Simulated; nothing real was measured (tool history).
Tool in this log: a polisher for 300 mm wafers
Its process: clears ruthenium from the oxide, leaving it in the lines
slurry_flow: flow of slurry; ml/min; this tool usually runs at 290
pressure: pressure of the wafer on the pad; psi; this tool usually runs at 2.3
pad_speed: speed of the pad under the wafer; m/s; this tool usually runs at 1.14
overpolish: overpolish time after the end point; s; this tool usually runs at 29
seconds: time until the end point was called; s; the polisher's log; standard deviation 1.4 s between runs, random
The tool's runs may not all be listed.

run    hour  slurry_flow  pressure  pad_speed  overpolish  incoming thickness of the incoming film, nm  seconds
  1       0          290       2.3       1.14          29                                        153.6     92.6
  2    18.6          290       1.9       1.24          29                                          157    106.3
  3    53.9          290       1.9       1.24          29                                        154.7    107.9
  4      81          290       2.3       1.14          29                                        155.2     95.3
  5   113.6          290       2.3       1.02          29                                        156.2     99.7
  6   135.8          290       2.3       1.14          29                                        158.3     96.2
  7   186.2          290       2.3       1.14          29                                        154.2     96.2
  8   218.5          290       2.3       1.14          29                                        155.1     93.8
  9   243.1          290       2.3       1.14          29                                        153.5       93
 10   270.2          290       2.3       1.14          29                                        153.8       96
 11   286.2          290       2.3       1.14          29                                        154.1     94.5
 12   317.7          290       2.3        0.9          29                                        156.3    113.2
 13   333.1          290       2.3        0.9          29                                        154.5    110.5
 14   354.9          290       2.3        0.9          29                                        154.6    113.6
 15   387.8          290       2.3       1.14          37                                        153.4    100.3
 16   421.1          290       2.3       1.14          37                                        155.6    103.4
 17   437.2          315       2.6        1.5          23                                        152.9     70.4
 18   526.5          290       2.3       1.14          29                                        154.9    102.2
 19   553.5          385       2.3       1.14          29                                          156    100.1
 20   569.8          290       1.9       0.84          29                                        155.1    155.4
 21   599.9          385       2.8        1.5          29                                          158     61.9
 22   669.8          290       2.3       1.24          18                                        154.5     85.5
 23   705.7          290       2.3       1.14          29                                        157.2     95.3
 24   737.9          205       2.3       1.46          29                                        157.3     80.8
 25   750.4          290       2.3       1.14          29                                          155     93.5
 26   768.5          265       2.8        1.3          43                                        153.3     69.7
 27     788          290       2.9       1.28          42                                        153.6     66.9
 28   809.6          335       2.3       1.14          29                                        152.5       92
 29   845.5          265       2.5       1.02          23                                        152.9     93.3
 30   864.6          290       2.3       1.14          29                                        156.5     93.5
 31   895.9          335       2.8       0.96          21                                        151.9     84.9
 32   914.8          365       2.7       0.84          29                                        155.1       98
 33   937.5          355       2.5       1.14          29                                        156.9     84.8
 34   952.6          290       2.7        1.3          29                                        154.8     73.4
 35   983.3          290       2.6       1.14          29                                        155.4     83.4
 36  1005.1          290       2.3       1.24          29                                        155.1     89.3

Put back what was entered between runs (8 entries, withheld): which listed runs does each sit between, and how does the hidden state differ from the listed run before to the listed run after?
In the gap between runs 5 and 6: worn pad replaced by a new one (hour 135.3)
  slurry flow missing at the pad, %: 14 -> 14.9
  measured result minus the result with no hidden state, seconds: +1.6 -> +1.7 s
In the gap between runs 12 and 13: worn pad replaced by a new one (hour 330.8)
  slurry flow missing at the pad, %: 22.6 -> 23.2
  measured result minus the result with no hidden state, seconds: +3.4 -> +3.4 s
In the gap between runs 13 and 14: slurry nozzle cleaned (hour 339.1)
  slurry flow missing at the pad, %: 23.2 -> 42.1
  measured result minus the result with no hidden state, seconds: +3.4 -> +8.6 s
In the gap between runs 17 and 18: worn pad replaced by a new one (hour 526)
  slurry flow missing at the pad, %: 45.5 -> 49.3
  measured result minus the result with no hidden state, seconds: +5.6 -> +10.3 s
In the gap between runs 20 and 21: slurry nozzle cleaned, repeated, since the last time left the tool worse (hour 593.8)
  slurry flow missing at the pad, %: 51.1 -> 1.66
  measured result minus the result with no hidden state, seconds: +17 -> +0 s
In the gap between runs 21 and 22: head pressure recalibrated (hour 634.5)
  slurry flow missing at the pad, %: 1.66 -> 4.6
  measured result minus the result with no hidden state, seconds: +0 -> +0.4 s
In the gap between runs 25 and 26: worn pad replaced by a new one (hour 768)
  slurry flow missing at the pad, %: 7.99 -> 8.75
  measured result minus the result with no hidden state, seconds: +0.8 -> +0.7 s
In the gap between runs 34 and 35: worn pad replaced by a new one (hour 956.8)
  slurry flow missing at the pad, %: 16.5 -> 17.8
  measured result minus the result with no hidden state, seconds: +1.5 -> +1.9 s
